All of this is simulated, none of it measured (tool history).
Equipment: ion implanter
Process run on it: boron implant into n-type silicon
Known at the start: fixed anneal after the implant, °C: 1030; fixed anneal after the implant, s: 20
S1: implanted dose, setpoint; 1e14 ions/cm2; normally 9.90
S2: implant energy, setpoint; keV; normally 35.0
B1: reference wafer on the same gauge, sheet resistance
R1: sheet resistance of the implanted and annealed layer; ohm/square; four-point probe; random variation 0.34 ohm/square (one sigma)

run 1 hour=0.0 | S1=9.90 S2=35.0 | B1=99.11 | R1=114.64
run 2 hour=6.9 | S1=9.90 S2=35.0 | B1=98.90 | R1=115.44
run 3 hour=14.8 | S1=9.90 S2=35.0 | B1=98.98 | R1=114.90
run 4 hour=27.6 | S1=10.76 S2=35.0 | B1=99.01 | R1=107.35
run 5 hour=42.7 | S1=10.76 S2=35.0 | B1=98.96 | R1=107.72
run 6 hour=55.5 | S1=10.76 S2=35.0 | B1=98.87 | R1=107.01
run 7 hour=70.2 | S1=9.90 S2=35.0 | B1=99.07 | R1=115.59
run 8 hour=87.5 | S1=9.90 S2=35.0 | B1=98.88 | R1=115.46
run 9 hour=94.3 | S1=11.68 S2=35.0 | B1=99.07 | R1=100.34
run 10 hour=107.3 | S1=11.68 S2=35.0 | B1=98.93 | R1=99.99
run 11 hour=121.1 | S1=9.90 S2=40.5 | B1=98.92 | R1=113.46
run 12 hour=134.1 | S1=9.90 S2=40.5 | B1=98.93 | R1=113.78
run 13 hour=140.4 | S1=9.90 S2=35.0 | B1=99.03 | R1=115.28
run 14 hour=153.9 | S1=9.90 S2=35.0 | B1=98.93 | R1=114.61
-- hour=168.6 Faraday cup replaced and dose calibrated
run 15 hour=169.1 | S1=11.45 S2=40.5 | B1=99.01 | R1=98.71
run 16 hour=178.6 | S1=11.45 S2=40.5 | B1=98.99 | R1=98.74
run 17 hour=189.7 | S1=9.90 S2=35.0 | B1=99.04 | R1=112.66
run 18 hour=199.3 | S1=11.70 S2=35.0 | B1=98.93 | R1=97.83
-- hour=203.7 gauge calibrated
run 19 hour=210.6 | S1=8.48 S2=39.5 | B1=99.00 | R1=126.54
-- hour=236.9 Faraday cup replaced and dose calibrated, repeated, since the last time left the tool worse
-- hour=241.0 extraction supply calibrated
run 20 hour=241.5 | S1=8.37 S2=24.0 | B1=99.14 | R1=138.95
run 21 hour=252.2 | S1=8.03 S2=24.5 | B1=98.93 | R1=144.43
run 22 hour=264.1 | S1=8.37 S2=24.0 | B1=98.99 | R1=139.35
run 23 hour=279.2 | S1=9.90 S2=35.0 | B1=98.93 | R1=117.33
run 24 hour=290.2 | S1=8.35 S2=24.0 | B1=98.97 | R1=139.94
run 25 hour=307.4 | S1=9.90 S2=45.5 | B1=99.05 | R1=115.80
run 26 hour=324.3 | S1=8.62 S2=42.0 | B1=99.13 | R1=129.99
run 27 hour=338.9 | S1=9.90 S2=35.0 | B1=98.90 | R1=117.29
run 28 hour=348.7 | S1=8.62 S2=35.0 | B1=98.86 | R1=131.30
run 29 hour=355.0 | S1=9.90 S2=35.0 | B1=98.91 | R1=117.33
run 30 hour=365.7 | S1=9.90 S2=24.0 | B1=99.00 | R1=119.94
run 31 hour=383.6 | S1=9.90 S2=35.0 | B1=98.91 | R1=117.45
run 32 hour=398.8 | S1=9.90 S2=35.0 | B1=99.06 | R1=116.81
run 33 hour=407.8 | S1=9.90 S2=35.0 | B1=98.85 | R1=117.45
run 34 hour=414.4 | S1=6.99 S2=30.0 | B1=98.95 | R1=158.42
run 35 hour=423.6 | S1=11.19 S2=42.0 | B1=99.10 | R1=104.61

What if the next run were any one of these 4? Each begins from the tool's condition after run 35:
run A hour=424.0 | S1=9.90 S2=35.0 | B1=? | R1=?
run B hour=424.0 | S1=10.78 S2=35.0 | B1=? | R1=?
run C hour=424.0 | S1=10.97 S2=35.0 | B1=? | R1=?
run D hour=424.0 | S1=12.25 S2=35.0 | B1=? | R1=?

run=A B1=98.94 R1=117.16
run=B B1=98.94 R1=109.13
run=C B1=98.94 R1=107.55
run=D B1=98.94 R1=97.99
What these runs would have given with no unlogged condition in the tool:
run=A R1=118.44
run=B R1=110.33
run=C R1=108.73
run=D R1=99.09

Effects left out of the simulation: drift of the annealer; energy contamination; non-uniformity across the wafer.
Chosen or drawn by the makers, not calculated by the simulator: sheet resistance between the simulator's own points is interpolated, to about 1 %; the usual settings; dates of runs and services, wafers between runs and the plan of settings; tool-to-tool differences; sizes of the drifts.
